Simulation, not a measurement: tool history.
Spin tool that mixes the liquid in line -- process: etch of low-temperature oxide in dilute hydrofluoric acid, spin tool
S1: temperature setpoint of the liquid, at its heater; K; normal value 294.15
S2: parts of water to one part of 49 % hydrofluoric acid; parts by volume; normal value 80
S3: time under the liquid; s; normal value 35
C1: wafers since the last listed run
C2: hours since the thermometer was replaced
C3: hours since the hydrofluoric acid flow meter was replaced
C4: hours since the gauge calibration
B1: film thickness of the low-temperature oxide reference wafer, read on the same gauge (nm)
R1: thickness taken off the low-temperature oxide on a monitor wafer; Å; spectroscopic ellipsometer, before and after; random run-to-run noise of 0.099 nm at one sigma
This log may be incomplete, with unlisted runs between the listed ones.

run	hour	S1	S2	S3	C1	C2	C3	C4	B1	R1
1	0	294.15	110	35	0	393.2	675.2	214.3	119.99	108.1
2	31	294.15	110	35	313	424.2	706.2	245.3	120.02	107.2
3	41.9	294.15	80	35	110	435.1	717.1	256.2	120.01	153.9
4	59	294.15	80	35	172	452.2	734.2	273.3	120.01	153.6
5	74.3	294.15	80	35	154	467.5	749.5	288.6	120.03	153.2
6	91.4	294.15	80	35	172	484.6	766.6	305.7	120.04	154.7
7	107.7	294.15	80	35	164	500.9	782.9	322	120.04	155.6
# hour 120.8: hydrofluoric acid flow meter replaced
8	121.3	294.15	80	35	127	514.5	0.5	335.6	120.04	144.2
9	138.2	294.15	60	25	170	531.4	17.4	352.5	119.99	139.9
# hour 140: gauge calibrated
# hour 142.1: thermometer replaced
10	166.4	294.15	80	35	274	24.3	45.6	26.4	120.01	142.2
11	173.5	294.15	60	25	71	31.4	52.7	33.5	120.02	138.8
12	189.8	294.15	80	35	164	47.7	69	49.8	120.02	144.7
13	202.5	296.65	110	35	128	60.4	81.7	62.5	119.98	111.9
14	215.8	295.65	80	35	134	73.7	95	75.8	120	153.8
15	253.8	294.15	105	45	383	111.7	133	113.8	119.94	139.7
16	262.9	294.15	55	25	91	120.8	142.1	122.9	119.98	154.9
17	274.9	294.15	80	35	121	132.8	154.1	134.9	120.01	145.4
18	287.8	290.15	50	20	130	145.7	167	147.8	120.07	115.9
19	300.6	291.15	80	25	129	158.5	179.8	160.6	120	90.3
20	314.6	290.65	80	25	141	172.5	193.8	174.6	119.99	90
21	322.3	294.15	110	35	77	180.2	201.5	182.3	120.01	103

Predict each of these 3 candidate next runs independently; none follows another, all start after run 21:
A	322.7	294.15	80	45	4	180.6	201.9	182.7	?	?
B	322.7	294.15	50	20	4	180.6	201.9	182.7	?	?
C	322.7	290.15	65	45	4	180.6	201.9	182.7	?	?

run	B1	R1
A	120	187.9
B	120	138.4
C	120	198.6
With no hidden state in the tool, these same runs would have given:
run	R1
A	184
B	135.7
C	194.6
